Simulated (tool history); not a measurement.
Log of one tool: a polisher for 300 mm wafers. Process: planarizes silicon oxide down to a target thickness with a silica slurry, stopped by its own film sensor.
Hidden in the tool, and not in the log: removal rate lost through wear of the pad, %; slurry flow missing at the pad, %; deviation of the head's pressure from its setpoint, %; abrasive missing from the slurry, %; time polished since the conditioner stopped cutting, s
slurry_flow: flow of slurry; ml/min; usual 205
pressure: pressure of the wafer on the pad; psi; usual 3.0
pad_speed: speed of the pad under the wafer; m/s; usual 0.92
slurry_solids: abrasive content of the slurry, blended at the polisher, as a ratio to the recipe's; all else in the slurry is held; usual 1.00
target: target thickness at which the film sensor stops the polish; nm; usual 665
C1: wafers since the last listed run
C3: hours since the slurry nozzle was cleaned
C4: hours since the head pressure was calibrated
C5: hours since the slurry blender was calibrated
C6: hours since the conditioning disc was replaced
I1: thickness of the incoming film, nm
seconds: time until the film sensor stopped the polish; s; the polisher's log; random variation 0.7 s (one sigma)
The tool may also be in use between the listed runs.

{"run": 1, "hour": 0.0, "slurry_flow": 205, "pressure": 3.0, "pad_speed": 0.92, "slurry_solids": 1.0, "target": 631, "C1": 0, "wafers polished on this pad": 768, "C3": 549.9, "C4": 404.2, "C5": 69.2, "C6": 132.9, "I1": 790.0, "seconds": 94.7}
{"run": 2, "hour": 52.3, "slurry_flow": 205, "pressure": 3.3, "pad_speed": 0.92, "slurry_solids": 1.0, "target": 665, "C1": 618, "wafers polished on this pad": 1386, "C3": 602.2, "C4": 456.5, "C5": 121.5, "C6": 185.2, "I1": 800.9, "seconds": 77.5}
{"run": 3, "hour": 104.4, "slurry_flow": 205, "pressure": 3.3, "pad_speed": 0.92, "slurry_solids": 1.0, "target": 665, "C1": 616, "wafers polished on this pad": 2003, "C3": 654.3, "C4": 508.6, "C5": 173.6, "C6": 237.3, "I1": 801.9, "seconds": 82.2}
{"hour": 158.5, "done": "head pressure recalibrated"}
{"run": 4, "hour": 163.6, "slurry_flow": 205, "pressure": 3.3, "pad_speed": 0.92, "slurry_solids": 1.0, "target": 665, "C1": 676, "wafers polished on this pad": 2679, "C3": 713.5, "C4": 5.1, "C5": 232.8, "C6": 296.5, "I1": 783.4, "seconds": 64.1}
{"hour": 182.1, "done": "conditioning disc replaced and pad reconditioned"}
{"hour": 192.9, "done": "slurry nozzle cleaned"}
{"run": 5, "hour": 215.1, "slurry_flow": 205, "pressure": 3.0, "pad_speed": 0.92, "slurry_solids": 0.8, "target": 674, "C1": 573, "wafers polished on this pad": 3253, "C3": 22.2, "C4": 56.6, "C5": 284.3, "C6": 33.0, "I1": 778.0, "seconds": 68.9}
{"hour": 251.6, "done": "slurry blender recalibrated"}
{"hour": 261.1, "done": "worn pad replaced by a new one"}
{"run": 6, "hour": 261.6, "slurry_flow": 205, "pressure": 3.0, "pad_speed": 0.92, "slurry_solids": 0.8, "target": 674, "C1": 479, "wafers polished on this pad": 5, "C3": 68.7, "C4": 103.1, "C5": 10.0, "C6": 79.5, "I1": 807.6, "seconds": 78.5}
{"run": 7, "hour": 314.6, "slurry_flow": 205, "pressure": 3.0, "pad_speed": 0.92, "slurry_solids": 1.0, "target": 665, "C1": 626, "wafers polished on this pad": 632, "C3": 121.7, "C4": 156.1, "C5": 63.0, "C6": 132.5, "I1": 804.4, "seconds": 79.7}
{"run": 8, "hour": 366.4, "slurry_flow": 205, "pressure": 3.0, "pad_speed": 0.92, "slurry_solids": 1.0, "target": 665, "C1": 612, "wafers polished on this pad": 1245, "C3": 173.5, "C4": 207.9, "C5": 114.8, "C6": 184.3, "I1": 773.8, "seconds": 65.8}
{"run": 9, "hour": 406.8, "slurry_flow": 205, "pressure": 3.4, "pad_speed": 0.92, "slurry_solids": 1.0, "target": 665, "C1": 477, "wafers polished on this pad": 1723, "C3": 213.9, "C4": 248.3, "C5": 155.2, "C6": 224.7, "I1": 804.9, "seconds": 77.1}
{"run": 10, "hour": 453.6, "slurry_flow": 205, "pressure": 3.4, "pad_speed": 0.92, "slurry_solids": 1.0, "target": 665, "C1": 553, "wafers polished on this pad": 2277, "C3": 260.7, "C4": 295.1, "C5": 202.0, "C6": 271.5, "I1": 798.2, "seconds": 75.3}
{"hour": 494.2, "done": "conditioning disc replaced and pad reconditioned"}
{"run": 11, "hour": 500.6, "slurry_flow": 205, "pressure": 2.1, "pad_speed": 0.92, "slurry_solids": 1.0, "target": 665, "C1": 532, "wafers polished on this pad": 2809, "C3": 307.7, "C4": 342.1, "C5": 249.0, "C6": 6.4, "I1": 777.6, "seconds": 101.0}
{"hour": 548.5, "done": "slurry blender recalibrated"}
{"run": 12, "hour": 549.0, "slurry_flow": 205, "pressure": 3.0, "pad_speed": 0.92, "slurry_solids": 1.0, "target": 665, "C1": 548, "wafers polished on this pad": 3358, "C3": 356.1, "C4": 390.5, "C5": 0.5, "C6": 54.8, "I1": 783.2, "seconds": 77.7}
{"hour": 578.0, "done": "worn pad replaced by a new one"}
{"run": 13, "hour": 616.4, "slurry_flow": 205, "pressure": 3.0, "pad_speed": 0.92, "slurry_solids": 1.0, "target": 651, "C1": 749, "wafers polished on this pad": 454, "C3": 423.5, "C4": 457.9, "C5": 67.9, "C6": 122.2, "I1": 795.9, "seconds": 87.1}
{"run": 14, "hour": 675.0, "slurry_flow": 205, "pressure": 3.0, "pad_speed": 0.92, "slurry_solids": 1.1, "target": 665, "C1": 693, "wafers polished on this pad": 1147, "C3": 482.1, "C4": 516.5, "C5": 126.5, "C6": 180.8, "I1": 785.7, "seconds": 76.4}
{"hour": 688.8, "done": "head pressure recalibrated"}
{"run": 15, "hour": 742.5, "slurry_flow": 205, "pressure": 2.1, "pad_speed": 0.92, "slurry_solids": 1.0, "target": 665, "C1": 774, "wafers polished on this pad": 1922, "C3": 549.6, "C4": 53.7, "C5": 194.0, "C6": 248.3, "I1": 801.5, "seconds": 115.5}
{"run": 16, "hour": 785.8, "slurry_flow": 255, "pressure": 3.0, "pad_speed": 1.12, "slurry_solids": 1.0, "target": 665, "C1": 512, "wafers polished on this pad": 2434, "C3": 592.9, "C4": 97.0, "C5": 237.3, "C6": 291.6, "I1": 790.6, "seconds": 64.4}
{"hour": 805.2, "done": "slurry blender recalibrated"}
{"hour": 826.0, "done": "worn pad replaced by a new one"}
{"hour": 828.6, "done": "conditioning disc replaced and pad reconditioned"}
{"run": 17, "hour": 834.4, "slurry_flow": 205, "pressure": 3.0, "pad_speed": 0.92, "slurry_solids": 0.8, "target": 674, "C1": 480, "wafers polished on this pad": 75, "C3": 641.5, "C4": 145.6, "C5": 29.2, "C6": 5.8, "I1": 784.0, "seconds": 62.6}
{"run": 18, "hour": 870.9, "slurry_flow": 205, "pressure": 3.0, "pad_speed": 0.92, "slurry_solids": 1.0, "target": 665, "C1": 431, "wafers polished on this pad": 507, "C3": 678.0, "C4": 182.1, "C5": 65.7, "C6": 42.3, "I1": 778.9, "seconds": 63.8}
{"hour": 886.8, "done": "slurry nozzle cleaned"}
{"run": 19, "hour": 1003.4, "slurry_flow": 250, "pressure": 2.5, "pad_speed": 1.1, "slurry_solids": 1.0, "target": 665, "C1": 1555, "wafers polished on this pad": 2062, "C3": 116.6, "C4": 314.6, "C5": 198.2, "C6": 174.8, "I1": 780.8, "seconds": 73.3}
{"run": 20, "hour": 1041.3, "slurry_flow": 205, "pressure": 3.0, "pad_speed": 0.92, "slurry_solids": 1.0, "target": 665, "C1": 448, "wafers polished on this pad": 2511, "C3": 154.5, "C4": 352.5, "C5": 236.1, "C6": 212.7, "I1": 781.3, "seconds": 73.6}
{"hour": 1072.0, "done": "slurry blender recalibrated"}
{"run": 21, "hour": 1108.4, "slurry_flow": 205, "pressure": 3.3, "pad_speed": 0.72, "slurry_solids": 1.0, "target": 699, "C1": 770, "wafers polished on this pad": 3281, "C3": 221.6, "C4": 419.6, "C5": 36.4, "C6": 279.8, "I1": 791.9, "seconds": 66.4}
{"hour": 1148.2, "done": "worn pad replaced by a new one"}
{"run": 22, "hour": 1149.5, "slurry_flow": 205, "pressure": 2.8, "pad_speed": 0.92, "slurry_solids": 1.0, "target": 665, "C1": 438, "wafers polished on this pad": 14, "C3": 262.7, "C4": 460.7, "C5": 77.5, "C6": 320.9, "I1": 785.0, "seconds": 74.8}
{"hour": 1152.8, "done": "conditioning disc replaced and pad reconditioned"}
{"run": 23, "hour": 1178.9, "slurry_flow": 275, "pressure": 3.0, "pad_speed": 1.1, "slurry_solids": 1.2, "target": 637, "C1": 324, "wafers polished on this pad": 339, "C3": 292.1, "C4": 490.1, "C5": 106.9, "C6": 26.1, "I1": 784.7, "seconds": 69.7}
{"run": 24, "hour": 1237.5, "slurry_flow": 155, "pressure": 3.0, "pad_speed": 0.78, "slurry_solids": 1.25, "target": 697, "C1": 693, "wafers polished on this pad": 1032, "C3": 350.7, "C4": 548.7, "C5": 165.5, "C6": 84.7, "I1": 781.0, "seconds": 59.5}

Forecast each of these 5 alternatives for the next run:
{"run": "A", "hour": 1237.9, "slurry_flow": 205, "pressure": 3.0, "pad_speed": 0.92, "slurry_solids": 1.0, "target": 665, "C1": 4, "wafers polished on this pad": 1036, "C3": 351.1, "C4": 549.1, "C5": 165.9, "C6": 85.1, "I1": 784.5, "seconds": "?"}
{"run": "B", "hour": 1237.9, "slurry_flow": 205, "pressure": 2.4, "pad_speed": 0.92, "slurry_solids": 1.1, "target": 623, "C1": 4, "wafers polished on this pad": 1036, "C3": 351.1, "C4": 549.1, "C5": 165.9, "C6": 85.1, "I1": 784.5, "seconds": "?"}
{"run": "C", "hour": 1237.9, "slurry_flow": 205, "pressure": 3.0, "pad_speed": 0.72, "slurry_solids": 1.0, "target": 665, "C1": 4, "wafers polished on this pad": 1036, "C3": 351.1, "C4": 549.1, "C5": 165.9, "C6": 85.1, "I1": 784.5, "seconds": "?"}
{"run": "D", "hour": 1237.9, "slurry_flow": 140, "pressure": 3.0, "pad_speed": 0.92, "slurry_solids": 1.0, "target": 679, "C1": 4, "wafers polished on this pad": 1036, "C3": 351.1, "C4": 549.1, "C5": 165.9, "C6": 85.1, "I1": 784.5, "seconds": "?"}
{"run": "E", "hour": 1237.9, "slurry_flow": 235, "pressure": 3.0, "pad_speed": 0.84, "slurry_solids": 1.3, "target": 665, "C1": 4, "wafers polished on this pad": 1036, "C3": 351.1, "C4": 549.1, "C5": 165.9, "C6": 85.1, "I1": 784.5, "seconds": "?"}

run=A seconds=77.9
run=B seconds=126.1
run=C seconds=92.7
run=D seconds=73.5
run=E seconds=74.3
Without the tool's hidden state the same runs would have given:
run=A seconds=62.3
run=B seconds=101.0
run=C seconds=74.2
run=D seconds=58.9
run=E seconds=59.5
